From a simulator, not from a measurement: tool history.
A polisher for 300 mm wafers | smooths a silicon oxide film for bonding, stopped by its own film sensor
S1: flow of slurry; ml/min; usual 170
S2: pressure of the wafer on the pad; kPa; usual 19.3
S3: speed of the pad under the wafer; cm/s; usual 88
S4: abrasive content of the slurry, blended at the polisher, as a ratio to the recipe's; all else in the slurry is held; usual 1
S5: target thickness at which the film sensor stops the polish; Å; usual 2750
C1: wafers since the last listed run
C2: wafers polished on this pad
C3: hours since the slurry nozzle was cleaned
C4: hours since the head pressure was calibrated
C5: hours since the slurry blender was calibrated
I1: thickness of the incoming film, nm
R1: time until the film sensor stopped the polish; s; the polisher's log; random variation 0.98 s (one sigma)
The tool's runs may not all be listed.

run 1 hour=0 | S1=185 S2=19.3 S3=88 S4=1 S5=2750 | C1=0 C2=712 C3=546.7 C4=493.8 C5=214.4 | I1=342.1 | R1=85.7
run 2 hour=15.1 | S1=170 S2=19.3 S3=88 S4=1 S5=2750 | C1=140 C2=853 C3=561.8 C4=508.9 C5=229.5 | I1=343.6 | R1=91.1
-- hour=25.8 worn pad replaced by a new one
run 3 hour=26.3 | S1=170 S2=19.3 S3=88 S4=1 S5=2580 | C1=66 C2=4 C3=573 C4=520.1 C5=240.7 | I1=336.4 | R1=104.3
run 4 hour=41 | S1=170 S2=19.3 S3=88 S4=1 S5=2750 | C1=136 C2=141 C3=587.7 C4=534.8 C5=255.4 | I1=336.4 | R1=81.9
run 5 hour=53.8 | S1=170 S2=19.3 S3=88 S4=1 S5=2750 | C1=119 C2=260 C3=600.5 C4=547.6 C5=268.2 | I1=344.3 | R1=91.7
run 6 hour=69 | S1=170 S2=19.3 S3=88 S4=1 S5=2750 | C1=141 C2=401 C3=615.7 C4=562.8 C5=283.4 | I1=340.8 | R1=86.5
-- hour=84.4 head pressure recalibrated
run 7 hour=85.1 | S1=170 S2=19.3 S3=88 S4=1 S5=2750 | C1=131 C2=532 C3=631.8 C4=0.7 C5=299.5 | I1=335.3 | R1=81.8
run 8 hour=91.6 | S1=125 S2=16.5 S3=88 S4=0.8 S5=2580 | C1=60 C2=593 C3=638.3 C4=7.2 C5=306 | I1=342.6 | R1=158.3
run 9 hour=102.1 | S1=170 S2=22.8 S3=88 S4=0.8 S5=2530 | C1=97 C2=691 C3=648.8 C4=17.7 C5=316.5 | I1=338.6 | R1=119.6
-- hour=110.3 slurry nozzle cleaned
run 10 hour=116.6 | S1=170 S2=19.3 S3=88 S4=1 S5=2750 | C1=125 C2=816 C3=6.3 C4=32.2 C5=331 | I1=333.8 | R1=81.7
-- hour=127.7 worn pad replaced by a new one
-- hour=130.2 slurry blender recalibrated
run 11 hour=132.3 | S1=170 S2=19.3 S3=88 S4=0.75 S5=2590 | C1=90 C2=24 C3=22 C4=47.9 C5=2.1 | I1=342.8 | R1=122
run 12 hour=145.4 | S1=170 S2=16.5 S3=110 S4=1 S5=2750 | C1=121 C2=146 C3=35.1 C4=61 C5=15.2 | I1=337.7 | R1=77
run 13 hour=162.9 | S1=170 S2=19.3 S3=88 S4=1 S5=2650 | C1=162 C2=308 C3=52.6 C4=78.5 C5=32.7 | I1=339.8 | R1=94.6
run 14 hour=173.7 | S1=140 S2=19.3 S3=98 S4=1 S5=2970 | C1=100 C2=409 C3=63.4 C4=89.3 C5=43.5 | I1=338.1 | R1=50.4

4 ways to go on from here, each from the tool as it stands after run 14. What would each give?
run A hour=174.1 | S1=170 S2=19.3 S3=88 S4=1 S5=2750 | C1=3 C2=413 C3=63.8 C4=89.7 C5=43.9 | I1=334 | R1=?
run B hour=174.1 | S1=170 S2=21.4 S3=88 S4=1 S5=2550 | C1=3 C2=413 C3=63.8 C4=89.7 C5=43.9 | I1=334 | R1=?
run C hour=174.1 | S1=170 S2=19.3 S3=110 S4=1 S5=2750 | C1=3 C2=413 C3=63.8 C4=89.7 C5=43.9 | I1=334 | R1=?
run D hour=174.1 | S1=205 S2=19.3 S3=76 S4=1.1 S5=2750 | C1=3 C2=413 C3=63.8 C4=89.7 C5=43.9 | I1=334 | R1=?

run=A R1=74.2
run=B R1=91.8
run=C R1=63.9
run=D R1=75.7
Without the tool's hidden state the same runs would have given:
run=A R1=72.7
run=B R1=89.9
run=C R1=62.6
run=D R1=74.2

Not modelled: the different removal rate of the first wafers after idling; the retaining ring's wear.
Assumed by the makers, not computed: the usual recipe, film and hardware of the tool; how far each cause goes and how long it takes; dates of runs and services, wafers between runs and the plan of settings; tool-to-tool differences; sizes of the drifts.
